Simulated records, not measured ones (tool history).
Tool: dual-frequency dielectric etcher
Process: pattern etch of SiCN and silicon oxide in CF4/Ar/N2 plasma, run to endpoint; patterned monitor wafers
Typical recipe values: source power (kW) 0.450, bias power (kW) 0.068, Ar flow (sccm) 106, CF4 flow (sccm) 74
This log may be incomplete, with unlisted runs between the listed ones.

| run | hour | source power (kW) | bias power (kW) | Ar flow (sccm) | CF4 flow (sccm) | wafers since the last listed run | hours since the last wet clean | hours since the last source power generator calibration | hours since the last bias power generator calibration | hours since the last Ar flow controller change | hours since the last CF4 flow controller change | hours since the last upper electrode change | incoming incoming film thickness, nm | endpoint time (s) |
|---|---|---|---|---|---|---|---|---|---|---|---|---|---|---|
| 1 | 0.0 | 0.400 | 0.068 | 106 | 74 | 0 | 86.4 | 714.2 | 1812.4 | 3370.5 | 4049.7 | 4061.3 | 8.65 | 11.8 |
| 2 | 49.2 | 0.400 | 0.068 | 106 | 74 | 666 | 135.6 | 763.4 | 1861.6 | 3419.7 | 4098.9 | 4110.5 | 8.73 | 12.2 |
| 3 | 109.0 | 0.450 | 0.068 | 106 | 74 | 809 | 195.4 | 823.2 | 1921.4 | 3479.5 | 4158.7 | 4170.3 | 8.69 | 10.5 |
| 4 | 150.5 | 0.450 | 0.068 | 106 | 74 | 561 | 236.9 | 864.7 | 1962.9 | 3521.0 | 4200.2 | 4211.8 | 8.73 | 10.6 |
| 5 | 304.0 | 0.450 | 0.068 | 106 | 74 | 2078 | 390.4 | 1018.2 | 2116.4 | 3674.5 | 4353.7 | 4365.3 | 8.80 | 10.5 |
| 6 | 387.8 | 0.450 | 0.068 | 106 | 74 | 1134 | 474.2 | 1102.0 | 2200.2 | 3758.3 | 4437.5 | 4449.1 | 8.72 | 10.5 |
|  | 428.2 | wet clean of the chamber |
| 7 | 487.1 | 0.450 | 0.068 | 106 | 74 | 1019 | 58.9 | 1201.3 | 2299.5 | 3857.6 | 4536.8 | 4548.4 | 8.76 | 10.5 |
| 8 | 594.8 | 0.450 | 0.063 | 106 | 74 | 1458 | 166.6 | 1309.0 | 2407.2 | 3965.3 | 4644.5 | 4656.1 | 8.63 | 10.8 |
| 9 | 645.6 | 0.450 | 0.063 | 106 | 74 | 687 | 217.4 | 1359.8 | 2458.0 | 4016.1 | 4695.3 | 4706.9 | 8.70 | 10.9 |
| 10 | 714.9 | 0.450 | 0.063 | 106 | 74 | 938 | 286.7 | 1429.1 | 2527.3 | 4085.4 | 4764.6 | 4776.2 | 8.68 | 10.8 |
| 11 | 762.5 | 0.450 | 0.063 | 106 | 74 | 644 | 334.3 | 1476.7 | 2574.9 | 4133.0 | 4812.2 | 4823.8 | 8.68 | 10.8 |
| 12 | 830.4 | 0.450 | 0.053 | 106 | 74 | 919 | 402.2 | 1544.6 | 2642.8 | 4200.9 | 4880.1 | 4891.7 | 8.68 | 11.8 |
| 13 | 897.9 | 0.490 | 0.061 | 120 | 74 | 914 | 469.7 | 1612.1 | 2710.3 | 4268.4 | 4947.6 | 4959.2 | 8.64 | 10.1 |
|  | 969.9 | wet clean of the chamber |
| 14 | 970.4 | 0.450 | 0.053 | 106 | 74 | 656 | 0.5 | 1684.6 | 2782.8 | 4340.9 | 5020.1 | 5031.7 | 8.67 | 11.9 |
| 15 | 1014.5 | 0.450 | 0.068 | 123 | 74 | 597 | 44.6 | 1728.7 | 2826.9 | 4385.0 | 5064.2 | 5075.8 | 8.67 | 10.9 |

Run 16 comes next. What will it give?
| 16 | 1064.2 | 0.450 | 0.068 | 106 | 63 | 673 | 94.3 | 1778.4 | 2876.6 | 4434.7 | 5113.9 | 5125.5 | 8.71 | ? |

{"run 16": {"endpoint time (s)": 10.7}}
If the tool had no hidden condition, the same run with the same run-to-run variation would have returned endpoint time (s) 10.5.
